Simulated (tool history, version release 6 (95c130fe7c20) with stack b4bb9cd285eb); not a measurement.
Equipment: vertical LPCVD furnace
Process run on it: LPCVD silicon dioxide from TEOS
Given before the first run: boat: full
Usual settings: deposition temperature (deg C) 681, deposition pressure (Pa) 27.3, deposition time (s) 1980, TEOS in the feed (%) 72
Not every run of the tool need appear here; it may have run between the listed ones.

run,hour,deposition temperature (deg C),deposition pressure (Pa),deposition time (s),TEOS in the feed (%),wafers since the last listed run,hours since the last temperature calibration,hours since the pressure gauge was zeroed,hours since the TEOS flow controller was replaced,hours since the gauge calibration,"read-back reference wafer on the same gauge, thickness",film thickness on the monitor wafer in the middle of the boat (nm)
1,0,681,27.3,1980,72,0,3776.3,3207.9,6015.9,459.9,123.94,145.26
2,15,681,27.3,1980,72,195,3791.3,3222.9,6030.9,474.9,123.97,145.73
3,42.1,681,27.3,1980,72,352,3818.4,3250,6058,502,123.87,145.55
4,87.9,681,27.3,1980,72,596,3864.2,3295.8,6103.8,547.8,123.85,147.59
5,180.9,681,27.3,1980,72,1210,3957.2,3388.8,6196.8,640.8,123.99,146.96
6,215.6,681,27.3,1980,72,451,3991.9,3423.5,6231.5,675.5,124.02,148.2
7,238.3,681,27.3,1980,72,295,4014.6,3446.2,6254.2,698.2,124.1,147.66
8,270.6,681,27.3,1980,63,420,4046.9,3478.5,6286.5,730.5,124.09,138.07
9,303.3,681,27.3,1980,72,425,4079.6,3511.2,6319.2,763.2,124.09,147.8
10,328.7,681,23.3,1980,61,330,4105,3536.6,6344.6,788.6,124.05,125.76
# hour 344.7: gauge calibrated
11,373.3,681,27.3,1980,72,580,4149.6,3581.2,6389.2,28.6,124.03,148.35
12,397.1,681,27.3,1980,72,309,4173.4,3605,6413,52.4,124,147.95
# hour 442.5: TEOS flow controller replaced
13,443,681,27.3,1980,72,285,4219.3,3650.9,0.5,98.3,123.97,148.35
14,447,673,27.3,1980,72,52,4223.3,3654.9,4.5,102.3,124.16,122.28
15,472,677,27.3,2580,72,325,4248.3,3679.9,29.5,127.3,124,175.51
16,500.9,672,27.3,1680,60,376,4277.2,3708.8,58.4,156.2,123.9,93.06
17,525.9,681,27.3,1980,72,325,4302.2,3733.8,83.4,181.2,123.9,148.88
# hour 576.3: pressure gauge zeroed
18,576.8,681,27.3,1980,72,350,4353.1,0.5,134.3,232.1,123.98,149.96
19,591.7,689,27.3,2490,72,194,4368,15.4,149.2,247,123.99,227.9
20,623.4,681,27.3,1980,72,412,4399.7,47.1,180.9,278.7,124.08,149.57
21,652.9,681,29.3,1980,72,384,4429.2,76.6,210.4,308.2,124.02,155.06
# hour 678.3: thermocouples replaced and temperature profile calibrated
22,678.8,681,30,1980,72,24,0.5,102.5,236.3,334.1,124.04,142.93
23,753.7,691,31.3,1980,59,975,75.4,177.4,311.2,409,123.93,168.05
24,843.8,681,27.3,2190,77,1173,165.5,267.5,401.3,499.1,123.98,155.76
25,926.5,681,27.3,1980,72,1076,248.2,350.2,484,581.8,124.01,136.09

Measured less the same run without the tool's hidden state. The same run-to-run variation is in both; the gauge's scatter may not be:
Hidden state at play: true tube temperature minus thermocouple reading, K; true pressure minus gauge reading, mTorr; deviation of the TEOS flow from its setpoint, %; gauge reads high (%).
run,film thickness on the monitor wafer in the middle of the boat (nm)
1,+10.97
2,+11.08
3,+11.22
4,+11.63
5,+12.1
6,+12.41
7,+12.5
8,+11.86
9,+12.89
10,+11.1
11,+13.36
12,+13.47
13,+13.78
14,+11.56
15,+16.64
16,+9.03
17,+14.34
18,+14.76
19,+22.22
20,+15.01
21,+15.76
22,+1.53
23,+1.77
24,+1.69
25,+1.49
